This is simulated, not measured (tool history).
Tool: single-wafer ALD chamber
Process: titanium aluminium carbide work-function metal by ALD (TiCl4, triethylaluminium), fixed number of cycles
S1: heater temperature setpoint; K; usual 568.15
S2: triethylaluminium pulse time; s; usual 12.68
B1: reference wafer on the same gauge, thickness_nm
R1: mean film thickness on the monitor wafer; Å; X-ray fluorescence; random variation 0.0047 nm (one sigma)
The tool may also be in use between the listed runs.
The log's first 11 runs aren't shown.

Run 12, hour 941.3: usual settings but S2 14.52 s; B1 2.222. Result: R1 21.20 Å.
Run 13, hour 991.8: usual settings but S1 554.15 K, S2 17.19 s; B1 2.223. Result: R1 20.13 Å.
Run 14, hour 1030.2: usual settings but S1 580.15 K, S2 10.70 s; B1 2.219. Result: R1 21.82 Å.
At hour 1097.4: triethylaluminium bottle replaced.
Run 15, hour 1120.8: usual settings but S1 574.15 K, S2 16.21 s; B1 2.217. Result: R1 21.75 Å.
Run 16, hour 1214.5: usual settings but S1 574.15 K, S2 17.74 s; B1 2.214. Result: R1 21.78 Å.
Run 17, hour 1269.1: usual settings but S1 573.15 K, S2 16.85 s; B1 2.215. Result: R1 21.71 Å.
Run 18, hour 1336.6: usual settings; B1 2.214. Result: R1 21.03 Å.
Run 19, hour 1379.2: usual settings but S1 559.15 K, S2 9.54 s; B1 2.212. Result: R1 19.63 Å.
At hour 1399.4: gauge calibrated.
Run 20, hour 1447.6: usual settings; B1 2.266. Result: R1 21.48 Å.
At hour 1479.1: thermocouple changed; heater temperature recalibrated.
Run 21, hour 1493.6: usual settings; B1 2.265. Result: R1 21.51 Å.
Run 22, hour 1533.4: usual settings but S1 582.15 K, S2 8.91 s; B1 2.267. Result: R1 21.78 Å.
Run 23, hour 1601.7: usual settings but S1 555.15 K, S2 14.93 s; B1 2.259. Result: R1 20.48 Å.
Run 24, hour 1703.3: usual settings but S1 563.15 K; B1 2.261. Result: R1 21.01 Å.
Run 25, hour 1793.0: usual settings but S1 557.15 K, S2 14.80 s; B1 2.260. Result: R1 20.61 Å.
Run 26, hour 1833.5: usual settings but S1 580.15 K; B1 2.257. Result: R1 22.47 Å.
Run 27, hour 1914.4: usual settings but S1 581.15 K, S2 10.95 s; B1 2.259. Result: R1 22.22 Å.
At hour 1946.8: triethylaluminium bottle replaced.
Run 28, hour 1978.8: usual settings; B1 2.255. Result: R1 21.44 Å.
Run 29, hour 2079.0: usual settings but S1 564.15 K; B1 2.255. Result: R1 20.98 Å.
Run 30, hour 2173.9: usual settings but S1 558.15 K, S2 15.07 s; B1 2.254. Result: R1 20.70 Å.
Run 31, hour 2258.7: usual settings but S1 572.15 K, S2 16.15 s; B1 2.250. Result: R1 21.94 Å.
Run 32, hour 2314.8: usual settings but S1 579.15 K, S2 8.02 s; B1 2.250. Result: R1 20.99 Å.

5 ways to go on from here, each from the tool as it stands after run 32. What would each give?
Run A, hour 2315.2: usual settings but S2 14.79 s; B1 ?. Result: R1 ?.
Run B, hour 2315.2: usual settings but S1 580.15 K, S2 17.32 s; B1 ?. Result: R1 ?.
Run C, hour 2315.2: usual settings but S1 581.15 K, S2 15.71 s; B1 ?. Result: R1 ?.
Run D, hour 2315.2: usual settings but S1 556.15 K, S2 17.63 s; B1 ?. Result: R1 ?.
Run E, hour 2315.2: usual settings but S1 575.15 K; B1 ?. Result: R1 ?.

run     B1     R1
  A  2.250  21.48
  B  2.250  22.62
  C  2.250  22.66
  D  2.250  20.51
  E  2.250  21.94
Without the tool's hidden state the same runs would have given:
run     R1
  A  21.58
  B  22.72
  C  22.76
  D  20.60
  E  22.04
